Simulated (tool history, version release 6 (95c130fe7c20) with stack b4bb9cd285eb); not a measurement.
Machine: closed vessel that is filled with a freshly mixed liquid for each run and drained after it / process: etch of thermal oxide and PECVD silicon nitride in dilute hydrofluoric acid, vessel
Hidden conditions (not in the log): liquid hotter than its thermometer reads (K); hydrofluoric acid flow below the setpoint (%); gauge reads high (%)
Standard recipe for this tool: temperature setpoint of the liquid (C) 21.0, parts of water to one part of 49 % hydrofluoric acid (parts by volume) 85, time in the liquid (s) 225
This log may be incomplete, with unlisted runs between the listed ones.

run	hour	temperature setpoint of the liquid (C)	parts of water to one part of 49 % hydrofluoric acid (parts by volume)	time in the liquid (s)	wafers since the last listed run	hours since the thermometer was replaced	hours since the hydrofluoric acid flow meter was replaced	hours since the gauge calibration	read-back film thickness of the thermal oxide reference wafer, read on the same gauge (nm)	read-back film thickness of the PECVD silicon nitride reference wafer, read on the same gauge (nm)	thickness taken off the thermal oxide on a monitor wafer (Å)	thickness taken off the PECVD silicon nitride on a monitor wafer (Å)
1	0.0	21.0	95	145	0	460.3	1115.8	240.6	40.02	89.957	57.9	18.03
2	27.8	21.0	95	145	3348	488.1	1143.6	268.4	40.00	90.018	57.3	18.13
3	49.1	21.0	95	145	2565	509.4	1164.9	289.7	40.01	89.992	56.9	18.19
4	69.1	21.0	85	225	2409	529.4	1184.9	309.7	39.99	90.003	100.3	31.40
5	89.2	19.5	85	225	2421	549.5	1205.0	329.8	39.99	90.008	95.0	28.35
6	124.6	19.5	85	225	4264	584.9	1240.4	365.2	40.01	90.020	95.1	27.88
7	154.1	19.5	85	225	3553	614.4	1269.9	394.7	40.01	89.997	92.8	28.00
# hour 169.6: thermometer replaced
8	172.6	21.0	85	165	2107	3.0	1288.4	413.2	40.00	90.006	72.9	22.76
9	203.6	17.0	85	225	3734	34.0	1319.4	444.2	39.99	89.997	84.0	23.44
# hour 214.2: gauge calibrated
10	225.7	24.5	85	225	2662	56.1	1341.5	11.5	39.99	90.002	114.3	38.54
11	246.0	25.0	85	110	2445	76.4	1361.8	31.8	40.00	89.989	57.8	19.56
# hour 260.1: hydrofluoric acid flow meter replaced
12	264.9	24.0	110	275	2156	95.3	4.8	50.7	40.01	89.983	119.1	40.30
13	293.4	21.0	85	225	3432	123.8	33.3	79.2	40.00	89.991	112.1	34.80
14	315.4	21.0	100	260	2649	145.8	55.3	101.2	40.01	90.025	108.5	34.08
15	346.1	19.5	110	295	3697	176.5	86.0	131.9	39.98	90.014	105.1	32.12
16	363.2	21.0	120	225	2059	193.6	103.1	149.0	39.99	89.986	77.2	24.76
17	378.9	24.0	85	225	1891	209.3	118.8	164.7	39.99	89.999	127.0	42.36
18	392.2	21.0	85	225	1602	222.6	132.1	178.0	39.99	89.990	112.9	34.15
19	426.2	25.0	115	225	4095	256.6	166.1	212.0	40.01	90.024	93.3	33.56
20	459.1	19.0	120	125	3962	289.5	199.0	244.9	40.02	89.977	39.1	11.94

What if the next run were any one of these 5? Each begins from the tool's condition after run 20:
A	459.8	21.0	85	225	84	290.2	199.7	245.6	?	?	?	?
B	459.8	18.0	85	190	84	290.2	199.7	245.6	?	?	?	?
C	459.8	26.0	85	225	84	290.2	199.7	245.6	?	?	?	?
D	459.8	21.0	85	305	84	290.2	199.7	245.6	?	?	?	?
E	459.8	18.5	70	225	84	290.2	199.7	245.6	?	?	?	?

run	read-back film thickness of the thermal oxide reference wafer, read on the same gauge (nm)	read-back film thickness of the PECVD silicon nitride reference wafer, read on the same gauge (nm)	thickness taken off the thermal oxide on a monitor wafer (Å)	thickness taken off the PECVD silicon nitride on a monitor wafer (Å)
A	39.99	89.984	111.7	34.19
B	39.99	89.984	83.3	23.50
C	39.99	89.984	136.6	47.69
D	39.99	89.984	151.4	46.35
E	39.99	89.984	124.4	34.79
Take away the tool's hidden state, keep each run's random variation, and the runs would have read:
run	thickness taken off the thermal oxide on a monitor wafer (Å)	thickness taken off the PECVD silicon nitride on a monitor wafer (Å)
A	115.0	35.08
B	85.7	24.10
C	140.6	48.94
D	155.8	47.55
E	127.9	35.69
